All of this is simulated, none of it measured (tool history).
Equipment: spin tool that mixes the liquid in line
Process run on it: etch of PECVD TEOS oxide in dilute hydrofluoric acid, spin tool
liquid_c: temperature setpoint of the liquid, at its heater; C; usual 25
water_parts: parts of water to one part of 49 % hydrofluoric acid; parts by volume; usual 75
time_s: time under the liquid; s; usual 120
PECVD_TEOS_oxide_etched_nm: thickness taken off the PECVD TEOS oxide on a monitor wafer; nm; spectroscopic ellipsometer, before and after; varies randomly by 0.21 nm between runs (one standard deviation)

run     day  liquid_c  water_parts  time_s  wafers since the last listed run  hours since the thermometer was replaced  hours since the hydrofluoric acid flow meter was replaced  hours since the gauge calibration  read-back film thickness of the PECVD TEOS oxide reference wafer, read on the same gauge (nm)  PECVD_TEOS_oxide_etched_nm
  1       0        25           75     120                                 0                                    1856.9                                                        4.5                              179.5                                                                                             80                       33.94
  2   0.525        25           75     120                               113                                    1869.5                                                       17.1                              192.1                                                                                          79.98                       34.11
  3   1.367        25           75     120                               182                                    1889.7                                                       37.3                              212.3                                                                                          79.99                       33.93
  4   2.183        25           75     120                               176                                    1909.3                                                       56.9                              231.9                                                                                          79.99                       34.07
  5   3.408        25           75     120                               264                                    1938.7                                                       86.3                              261.3                                                                                          80.01                       34.06
  6     7.2        25           75     120                               820                                    2029.7                                                      177.3                              352.3                                                                                             80                       34.01
  7   8.683        25           75     120                               320                                    2065.3                                                      212.9                              387.9                                                                                          80.03                       34.41
  8   9.754        25           75     120                               231                                      2091                                                      238.6                              413.6                                                                                             80                       34.37
  9  10.967        26           75     120                               262                                    2120.1                                                      267.7                              442.7                                                                                          79.99                       35.62
 10  12.388        26           75     120                               307                                    2154.2                                                      301.8                              476.8                                                                                          80.01                        36.4
 11  13.733        26           75     120                               291                                    2186.5                                                      334.1                              509.1                                                                                             80                       35.85
 12  14.275        21           75     120                               117                                    2199.5                                                      347.1                              522.1                                                                                          80.02                       29.24
     14.483  -- gauge calibrated
 13  14.938        25           75     120                               143                                    2215.4                                                        363                               10.9                                                                                          80.02                       34.64
 14  16.017        25           75     120                               233                                    2241.3                                                      388.9                               36.8                                                                                          79.99                       34.46
 15  16.725        26           75     120                               153                                    2258.3                                                      405.9                               53.8                                                                                             80                       36.07
 16  17.942        25           75     120                               263                                    2287.5                                                      435.1                                 83                                                                                             80                       34.65
     18.512  -- hydrofluoric acid flow meter replaced
 17  19.133        25           65     160                               248                                    2316.1                                                       14.9                              111.6                                                                                             80                       51.54
 18  20.583        21           45      85                               313                                    2350.9                                                       49.7                              146.4                                                                                          80.01                       34.75
     21.017  -- thermometer replaced
 19    21.3        21           50      60                               146                                       6.8                                                       66.9                              163.6                                                                                             80                       23.69
 20  21.979      29.5           75     150                               146                                      23.1                                                       83.2                              179.9                                                                                             80                       53.75
 21   23.35        29           95      70                               296                                        56                                                      116.1                              212.8                                                                                          80.01                       18.98
 22  23.983        25           45     120                               136                                      71.2                                                      131.3                                228                                                                                          80.01                       62.81
 23  27.317        28          105     120                               721                                     151.2                                                      211.3                                308                                                                                          80.02                       28.45
 24  28.346      20.5           45     120                               222                                     175.9                                                        236                              332.7                                                                                             80                       53.13
 25    29.7        25          110      75                               292                                     208.4                                                      268.5                              365.2                                                                                          79.99                       14.95
 26    30.8        20           40      55                               237                                     234.8                                                      294.9                              391.6                                                                                          80.02                       26.78
 27  32.071        25           75      70                               274                                     265.3                                                      325.4                              422.1                                                                                             80                       21.56

Consider 5 possible next runs. They are alternatives, not a sequence: every one starts from the tool as it was left by run 27. What does each give?
  A  32.088      22.5           75     120                                 3                                     265.7                                                      325.8                              422.5                                                                                              ?                           ?
  B  32.088        27           85      60                                 3                                     265.7                                                      325.8                              422.5                                                                                              ?                           ?
  C  32.088      22.5           95     120                                 3                                     265.7                                                      325.8                              422.5                                                                                              ?                           ?
  D  32.088        25           75      85                                 3                                     265.7                                                      325.8                              422.5                                                                                              ?                           ?
  E  32.088        29           60      75                                 3                                     265.7                                                      325.8                              422.5                                                                                              ?                           ?

run  read-back film thickness of the PECVD TEOS oxide reference wafer, read on the same gauge (nm)  PECVD_TEOS_oxide_etched_nm
  A                                                                                          79.99                       33.31
  B                                                                                          79.99                       17.39
  C                                                                                          79.99                       25.69
  D                                                                                          79.99                       26.12
  E                                                                                          79.99                       34.46
The same runs, with their run-to-run variation unchanged, on a tool lacking any hidden condition would have given:
run  PECVD_TEOS_oxide_etched_nm
  A                       32.63
  B                       17.01
  C                       25.14
  D                       25.57
  E                       33.74
